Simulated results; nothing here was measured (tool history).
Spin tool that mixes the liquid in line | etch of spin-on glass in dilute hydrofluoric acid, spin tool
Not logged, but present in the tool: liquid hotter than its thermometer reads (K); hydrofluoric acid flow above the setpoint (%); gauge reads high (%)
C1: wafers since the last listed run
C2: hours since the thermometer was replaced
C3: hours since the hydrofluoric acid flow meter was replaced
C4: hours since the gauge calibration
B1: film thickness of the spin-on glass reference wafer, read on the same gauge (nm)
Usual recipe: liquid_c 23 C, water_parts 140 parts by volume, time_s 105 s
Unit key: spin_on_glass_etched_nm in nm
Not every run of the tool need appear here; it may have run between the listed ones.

Run 1, hour 0: usual settings but water_parts 185 parts by volume, time_s 85 s; C1 0; C2 1506.3; C3 733.6; C4 1032.3; B1 49.99. Result: spin_on_glass_etched_nm 13.33 nm.
Run 2, hour 78.8: usual settings but water_parts 185 parts by volume, time_s 85 s; C1 609; C2 1585.1; C3 812.4; C4 1111.1; B1 49.99. Result: spin_on_glass_etched_nm 13.09 nm.
Run 3, hour 185.1: usual settings but liquid_c 22 C; C1 822; C2 1691.4; C3 918.7; C4 1217.4; B1 49.99. Result: spin_on_glass_etched_nm 22.25 nm.
Run 4, hour 235.4: usual settings; C1 389; C2 1741.7; C3 969; C4 1267.7; B1 50. Result: spin_on_glass_etched_nm 23.07 nm.
At hour 247.6: hydrofluoric acid flow meter replaced.
At hour 280.8: thermometer replaced.
Run 5, hour 340.8: usual settings; C1 799; C2 60; C3 93.2; C4 1373.1; B1 49.99. Result: spin_on_glass_etched_nm 21.61 nm.
Run 6, hour 404: usual settings; C1 488; C2 123.2; C3 156.4; C4 1436.3; B1 50. Result: spin_on_glass_etched_nm 21.57 nm.
Run 7, hour 440.5: usual settings; C1 282; C2 159.7; C3 192.9; C4 1472.8; B1 50.01. Result: spin_on_glass_etched_nm 21.79 nm.
Run 8, hour 545.3: usual settings but liquid_c 19.5 C; C1 810; C2 264.5; C3 297.7; C4 1577.6; B1 49.98. Result: spin_on_glass_etched_nm 18.82 nm.
Run 9, hour 620.7: usual settings but time_s 90 s; C1 583; C2 339.9; C3 373.1; C4 1653; B1 50. Result: spin_on_glass_etched_nm 18.78 nm.
Run 10, hour 843.7: usual settings but time_s 90 s; C1 1725; C2 562.9; C3 596.1; C4 1876; B1 50. Result: spin_on_glass_etched_nm 18.82 nm.
Run 11, hour 929.8: usual settings; C1 666; C2 649; C3 682.2; C4 1962.1; B1 49.99. Result: spin_on_glass_etched_nm 22.12 nm.
At hour 939.2: gauge calibrated.
Run 12, hour 1239.1: usual settings but liquid_c 24.5 C; C1 2392; C2 958.3; C3 991.5; C4 299.9; B1 50.01. Result: spin_on_glass_etched_nm 23.7 nm.
At hour 1242.2: hydrofluoric acid flow meter replaced.
Run 13, hour 1311.7: usual settings but liquid_c 24.5 C; C1 553; C2 1030.9; C3 69.5; C4 372.5; B1 50.01. Result: spin_on_glass_etched_nm 23.93 nm.
Run 14, hour 1394: usual settings; C1 636; C2 1113.2; C3 151.8; C4 454.8; B1 50.01. Result: spin_on_glass_etched_nm 22.19 nm.
Run 15, hour 1471.4: usual settings; C1 598; C2 1190.6; C3 229.2; C4 532.2; B1 49.99. Result: spin_on_glass_etched_nm 22.48 nm.
Run 16, hour 1565.5: usual settings but liquid_c 27 C, water_parts 205 parts by volume, time_s 65 s; C1 727; C2 1284.7; C3 323.3; C4 626.3; B1 49.98. Result: spin_on_glass_etched_nm 10.21 nm.
Run 17, hour 1634.6: usual settings but liquid_c 20.5 C, time_s 70 s; C1 534; C2 1353.8; C3 392.4; C4 695.4; B1 50.01. Result: spin_on_glass_etched_nm 13.76 nm.
Run 18, hour 1733.3: usual settings; C1 763; C2 1452.5; C3 491.1; C4 794.1; B1 50.01. Result: spin_on_glass_etched_nm 22.85 nm.
Run 19, hour 1805.3: usual settings but water_parts 75 parts by volume, time_s 145 s; C1 557; C2 1524.5; C3 563.1; C4 866.1; B1 50. Result: spin_on_glass_etched_nm 64.18 nm.
Run 20, hour 1898.8: usual settings but liquid_c 26 C, water_parts 190 parts by volume, time_s 85 s; C1 723; C2 1618; C3 656.6; C4 959.6; B1 49.98. Result: spin_on_glass_etched_nm 14.33 nm.
Run 21, hour 1960: usual settings but liquid_c 25 C, time_s 155 s; C1 473; C2 1679.2; C3 717.8; C4 1020.8; B1 50. Result: spin_on_glass_etched_nm 37.23 nm.
Run 22, hour 2051.3: usual settings; C1 706; C2 1770.5; C3 809.1; C4 1112.1; B1 49.98. Result: spin_on_glass_etched_nm 23.39 nm.
Run 23, hour 2111.4: usual settings but liquid_c 21 C, time_s 75 s; C1 464; C2 1830.6; C3 869.2; C4 1172.2; B1 50.02. Result: spin_on_glass_etched_nm 15.49 nm.
At hour 2132.4: thermometer replaced.
Run 24, hour 2215.5: usual settings but water_parts 80 parts by volume, time_s 50 s; C1 797; C2 83.1; C3 973.3; C4 1276.3; B1 50. Result: spin_on_glass_etched_nm 19.11 nm.
Run 25, hour 2262.5: usual settings; C1 363; C2 130.1; C3 1020.3; C4 1323.3; B1 50.01. Result: spin_on_glass_etched_nm 21.27 nm.
At hour 2386.5: hydrofluoric acid flow meter replaced.
Run 26, hour 2424.7: usual settings but liquid_c 18.5 C, time_s 75 s; C1 1247; C2 292.3; C3 38.2; C4 1485.5; B1 49.99. Result: spin_on_glass_etched_nm 12.89 nm.
Run 27, hour 2531.8: usual settings but liquid_c 18.5 C; C1 828; C2 399.4; C3 145.3; C4 1592.6; B1 50. Result: spin_on_glass_etched_nm 18.19 nm.
Run 28, hour 2627.7: usual settings; C1 741; C2 495.3; C3 241.2; C4 1688.5; B1 50.02. Result: spin_on_glass_etched_nm 21.76 nm.
Run 29, hour 2693.8: usual settings but liquid_c 26 C, water_parts 210 parts by volume, time_s 50 s; C1 511; C2 561.4; C3 307.3; C4 1754.6; B1 49.99. Result: spin_on_glass_etched_nm 7.15 nm.
Run 30, hour 2748.9: usual settings but water_parts 120 parts by volume; C1 426; C2 616.5; C3 362.4; C4 1809.7; B1 50.03. Result: spin_on_glass_etched_nm 25.78 nm.

Below are 5 alternative next runs, each starting from the tool's condition after run 30. Predict each:
Run A, hour 2749.3: usual settings; C1 3; C2 616.9; C3 362.8; C4 1810.1; B1 ?. Result: spin_on_glass_etched_nm ?.
Run B, hour 2749.3: usual settings but liquid_c 24.5 C, water_parts 115 parts by volume; C1 3; C2 616.9; C3 362.8; C4 1810.1; B1 ?. Result: spin_on_glass_etched_nm ?.
Run C, hour 2749.3: usual settings but liquid_c 21.5 C, water_parts 170 parts by volume; C1 3; C2 616.9; C3 362.8; C4 1810.1; B1 ?. Result: spin_on_glass_etched_nm ?.
Run D, hour 2749.3: usual settings but liquid_c 20 C, time_s 165 s; C1 3; C2 616.9; C3 362.8; C4 1810.1; B1 ?. Result: spin_on_glass_etched_nm ?.
Run E, hour 2749.3: usual settings but liquid_c 19 C, water_parts 190 parts by volume, time_s 55 s; C1 3; C2 616.9; C3 362.8; C4 1810.1; B1 ?. Result: spin_on_glass_etched_nm ?.

run  B1  spin_on_glass_etched_nm
  A  50                    21.95
  B  50                    29.18
  C  50                     16.5
  D  50                    30.67
  E  50                     6.88
With the hidden condition removed and each run's random variation left untouched, the same runs would have given:
run  spin_on_glass_etched_nm
  A                    21.32
  B                    28.34
  C                    16.03
  D                    29.77
  E                     6.68

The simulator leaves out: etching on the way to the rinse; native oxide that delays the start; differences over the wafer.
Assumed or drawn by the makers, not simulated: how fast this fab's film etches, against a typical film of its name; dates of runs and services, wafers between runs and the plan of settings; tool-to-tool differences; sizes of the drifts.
